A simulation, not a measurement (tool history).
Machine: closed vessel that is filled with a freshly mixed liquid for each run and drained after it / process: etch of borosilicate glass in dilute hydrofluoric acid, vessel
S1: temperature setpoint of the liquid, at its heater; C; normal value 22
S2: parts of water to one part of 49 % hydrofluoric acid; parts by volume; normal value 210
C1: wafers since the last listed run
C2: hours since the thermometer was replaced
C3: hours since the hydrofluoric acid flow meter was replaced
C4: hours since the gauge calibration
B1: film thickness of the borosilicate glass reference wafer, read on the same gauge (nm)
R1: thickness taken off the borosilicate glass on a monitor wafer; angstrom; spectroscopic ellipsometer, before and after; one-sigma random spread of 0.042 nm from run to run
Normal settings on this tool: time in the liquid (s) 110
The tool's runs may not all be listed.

{"run": 1, "day": 0.0, "S1": 22, "S2": 130, "time in the liquid (s)": 110, "C1": 0, "C2": 265.1, "C3": 2278, "C4": 1135.1, "B1": 139.96, "R1": 188}
{"run": 2, "day": 2.333, "S1": 22, "S2": 130, "time in the liquid (s)": 110, "C1": 5225, "C2": 321.1, "C3": 2334, "C4": 1191.1, "B1": 140.01, "R1": 189.6}
{"run": 3, "day": 3.592, "S1": 22, "S2": 140, "time in the liquid (s)": 110, "C1": 2817, "C2": 351.3, "C3": 2364.2, "C4": 1221.3, "B1": 139.99, "R1": 173.4}
{"run": 4, "day": 5.067, "S1": 22, "S2": 140, "time in the liquid (s)": 110, "C1": 3302, "C2": 386.7, "C3": 2399.6, "C4": 1256.7, "B1": 140, "R1": 174.2}
{"run": 5, "day": 6.458, "S1": 22, "S2": 140, "time in the liquid (s)": 110, "C1": 3116, "C2": 420.1, "C3": 2433, "C4": 1290.1, "B1": 140, "R1": 175.2}
{"run": 6, "day": 7.471, "S1": 22, "S2": 210, "time in the liquid (s)": 110, "C1": 2267, "C2": 444.4, "C3": 2457.3, "C4": 1314.4, "B1": 140, "R1": 107.8}
{"day": 8.812, "done": "hydrofluoric acid flow meter replaced"}
{"run": 7, "day": 9.55, "S1": 22, "S2": 210, "time in the liquid (s)": 110, "C1": 4562, "C2": 494.3, "C3": 17.7, "C4": 1364.3, "B1": 140.05, "R1": 104.3}
{"run": 8, "day": 11.871, "S1": 22, "S2": 210, "time in the liquid (s)": 110, "C1": 5197, "C2": 550, "C3": 73.4, "C4": 1420, "B1": 139.96, "R1": 105.3}
{"run": 9, "day": 13.938, "S1": 22, "S2": 180, "time in the liquid (s)": 110, "C1": 4627, "C2": 599.6, "C3": 123, "C4": 1469.6, "B1": 140.01, "R1": 127.5}
{"run": 10, "day": 16.175, "S1": 22, "S2": 180, "time in the liquid (s)": 110, "C1": 5010, "C2": 653.3, "C3": 176.7, "C4": 1523.3, "B1": 140.03, "R1": 126.9}
{"run": 11, "day": 17.483, "S1": 22, "S2": 210, "time in the liquid (s)": 110, "C1": 2929, "C2": 684.7, "C3": 208.1, "C4": 1554.7, "B1": 140.02, "R1": 105.5}
{"run": 12, "day": 19.575, "S1": 22, "S2": 210, "time in the liquid (s)": 110, "C1": 4683, "C2": 734.9, "C3": 258.3, "C4": 1604.9, "B1": 139.99, "R1": 105.7}
{"run": 13, "day": 21.321, "S1": 22, "S2": 275, "time in the liquid (s)": 95, "C1": 3909, "C2": 776.8, "C3": 300.2, "C4": 1646.8, "B1": 140, "R1": 65.9}
{"run": 14, "day": 23.442, "S1": 26, "S2": 210, "time in the liquid (s)": 75, "C1": 4749, "C2": 827.7, "C3": 351.1, "C4": 1697.7, "B1": 139.95, "R1": 84.2}
{"run": 15, "day": 26.062, "S1": 24.5, "S2": 115, "time in the liquid (s)": 110, "C1": 5868, "C2": 890.6, "C3": 414, "C4": 1760.6, "B1": 139.99, "R1": 237.4}
{"run": 16, "day": 27.321, "S1": 24, "S2": 165, "time in the liquid (s)": 135, "C1": 2817, "C2": 920.8, "C3": 444.2, "C4": 1790.8, "B1": 140.01, "R1": 189.4}
{"run": 17, "day": 29.554, "S1": 22, "S2": 210, "time in the liquid (s)": 110, "C1": 5001, "C2": 974.4, "C3": 497.8, "C4": 1844.4, "B1": 139.97, "R1": 107.8}
{"run": 18, "day": 31.004, "S1": 22, "S2": 140, "time in the liquid (s)": 110, "C1": 3247, "C2": 1009.2, "C3": 532.6, "C4": 1879.2, "B1": 140.01, "R1": 174}
{"run": 19, "day": 32.504, "S1": 22, "S2": 210, "time in the liquid (s)": 160, "C1": 3358, "C2": 1045.2, "C3": 568.6, "C4": 1915.2, "B1": 140.01, "R1": 156.8}
{"day": 33.704, "done": "gauge calibrated"}
{"run": 20, "day": 34.717, "S1": 22, "S2": 210, "time in the liquid (s)": 110, "C1": 4954, "C2": 1098.3, "C3": 621.7, "C4": 24.3, "B1": 140.01, "R1": 107.7}
{"run": 21, "day": 36.958, "S1": 17.5, "S2": 120, "time in the liquid (s)": 80, "C1": 5019, "C2": 1152.1, "C3": 675.5, "C4": 78.1, "B1": 140.01, "R1": 127.5}
{"run": 22, "day": 39.488, "S1": 22, "S2": 210, "time in the liquid (s)": 85, "C1": 5663, "C2": 1212.8, "C3": 736.2, "C4": 138.8, "B1": 140.02, "R1": 83.7}
{"run": 23, "day": 41.783, "S1": 22, "S2": 130, "time in the liquid (s)": 110, "C1": 5141, "C2": 1267.9, "C3": 791.3, "C4": 193.9, "B1": 140, "R1": 194.1}
{"day": 43.388, "done": "thermometer replaced"}
{"run": 24, "day": 44.729, "S1": 22, "S2": 210, "time in the liquid (s)": 110, "C1": 6503, "C2": 32.2, "C3": 862, "C4": 264.6, "B1": 139.99, "R1": 104.9}
{"run": 25, "day": 46.992, "S1": 22, "S2": 210, "time in the liquid (s)": 110, "C1": 5066, "C2": 86.5, "C3": 916.3, "C4": 318.9, "B1": 140.02, "R1": 104.6}
{"run": 26, "day": 48.146, "S1": 24.5, "S2": 265, "time in the liquid (s)": 150, "C1": 2584, "C2": 114.2, "C3": 944, "C4": 346.6, "B1": 139.96, "R1": 116.5}
{"run": 27, "day": 49.812, "S1": 22, "S2": 210, "time in the liquid (s)": 150, "C1": 3732, "C2": 154.2, "C3": 984, "C4": 386.6, "B1": 140.01, "R1": 143.8}

Expected results for the next run?
{"run": 28, "day": 52.292, "S1": 25.5, "S2": 210, "time in the liquid (s)": 90, "C1": 5551, "C2": 213.7, "C3": 1043.5, "C4": 446.1, "B1": "?", "R1": "?"}

Run 28 measured B1 140.03, R1 98.6 angstrom.
If the tool had no hidden condition, the same run with the same run-to-run variation would have returned R1 95.1 angstrom.
